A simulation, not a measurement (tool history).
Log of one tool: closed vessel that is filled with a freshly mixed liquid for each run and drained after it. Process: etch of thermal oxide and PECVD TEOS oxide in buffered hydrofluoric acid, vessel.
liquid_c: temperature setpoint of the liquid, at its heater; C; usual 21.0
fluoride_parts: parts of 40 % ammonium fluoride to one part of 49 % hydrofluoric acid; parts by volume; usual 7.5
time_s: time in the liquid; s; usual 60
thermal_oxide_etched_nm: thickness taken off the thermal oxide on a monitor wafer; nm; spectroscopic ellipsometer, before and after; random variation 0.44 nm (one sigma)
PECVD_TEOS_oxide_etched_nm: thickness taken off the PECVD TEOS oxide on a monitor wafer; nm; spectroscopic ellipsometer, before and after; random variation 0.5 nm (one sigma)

run	hour	liquid_c	fluoride_parts	time_s	wafers since the last listed run	hours since the thermometer was replaced	hours since the hydrofluoric acid flow meter was replaced	hours since the gauge calibration	read-back film thickness of the thermal oxide reference wafer, read on the same gauge (nm)	read-back film thickness of the PECVD TEOS oxide reference wafer, read on the same gauge (nm)	thermal_oxide_etched_nm	PECVD_TEOS_oxide_etched_nm
1	0.0	21.0	6.0	60	0	1769.8	649.7	914.4	93.13	82.76	94.72	128.41
2	17.6	21.0	7.5	60	1267	1787.4	667.3	932.0	93.21	82.83	76.89	105.74
3	43.3	21.0	7.5	60	1851	1813.1	693.0	957.7	93.25	82.90	78.03	104.54
4	58.4	21.0	5.0	60	1087	1828.2	708.1	972.8	93.34	82.96	111.87	150.48
5	91.7	21.0	6.5	60	2399	1861.5	741.4	1006.1	93.47	83.08	89.27	121.41
6	121.0	23.0	10.5	30	2110	1890.8	770.7	1035.4	93.54	83.16	31.63	43.64
7	138.7	21.0	7.5	60	1275	1908.5	788.4	1053.1	93.58	83.20	78.14	105.60
8	171.4	17.0	5.5	50	2355	1941.2	821.1	1085.8	93.77	83.32	68.24	92.81
9	200.3	19.5	7.5	60	2082	1970.1	850.0	1114.7	93.80	83.41	71.90	97.28
10	234.4	21.0	7.5	60	2456	2004.2	884.1	1148.8	93.99	83.53	78.18	105.72
# hour 264.4: gauge calibrated
11	306.4	18.5	7.5	45	5187	2076.2	956.1	42.0	90.21	80.19	48.56	66.68
12	333.4	21.0	7.5	60	1945	2103.2	983.1	69.0	90.33	80.30	74.04	102.17
# hour 357.2: hydrofluoric acid flow meter replaced
13	368.2	21.0	7.5	60	2435	2138.0	11.0	103.8	90.40	80.41	75.62	102.30
14	402.6	17.0	8.5	85	2478	2172.4	45.4	138.2	90.61	80.52	74.85	101.05
15	424.9	21.0	7.5	60	1606	2194.7	67.7	160.5	90.66	80.59	75.22	101.95
16	450.7	17.5	7.5	85	1858	2220.5	93.5	186.3	90.76	80.66	87.82	118.78
# hour 460.0: thermometer replaced
17	475.7	21.0	6.0	80	1729	15.7	118.5	211.3	90.82	80.76	124.77	168.72
18	488.6	21.0	9.0	80	929	28.6	131.4	224.2	90.90	80.79	81.93	112.95
19	511.6	21.0	6.0	50	1657	51.6	154.4	247.2	90.97	80.89	77.39	106.06
20	529.5	19.5	9.5	45	1289	69.5	172.3	265.1	91.00	80.92	41.68	56.23
21	559.3	17.0	10.5	30	2146	99.3	202.1	294.9	91.15	81.02	22.01	30.24
22	571.9	23.0	5.5	75	907	111.9	214.7	307.5	91.17	81.07	138.69	189.05
23	591.9	21.0	7.5	60	1440	131.9	234.7	327.5	91.31	81.11	75.48	102.67
24	607.2	19.5	5.0	90	1102	147.2	250.0	342.8	91.35	81.17	150.70	204.61
25	703.0	21.0	7.5	60	6901	243.0	345.8	438.6	91.61	81.47	76.07	103.74
26	718.4	19.0	6.5	45	1109	258.4	361.2	454.0	91.75	81.55	58.53	80.12

The same runs without the tool's hidden state, with the same run-to-run variation:
The hidden state here: liquid hotter than its thermometer reads (K); hydrofluoric acid flow above the setpoint (%); gauge reads high (%).
run	thermal_oxide_etched_nm	PECVD_TEOS_oxide_etched_nm
1	91.54	124.11
2	74.27	102.13
3	75.29	100.87
4	107.88	145.11
5	85.98	116.93
6	30.43	41.98
7	75.12	101.52
8	65.52	89.11
9	68.96	93.30
10	74.89	101.26
11	48.43	66.50
12	73.77	101.79
13	75.23	101.78
14	74.37	100.40
15	74.67	101.20
16	87.08	117.79
17	123.61	167.15
18	81.12	111.84
19	76.56	104.92
20	41.20	55.58
21	21.73	29.86
22	136.87	186.58
23	74.43	101.24
24	148.52	201.65
25	74.69	101.86
26	57.43	78.62
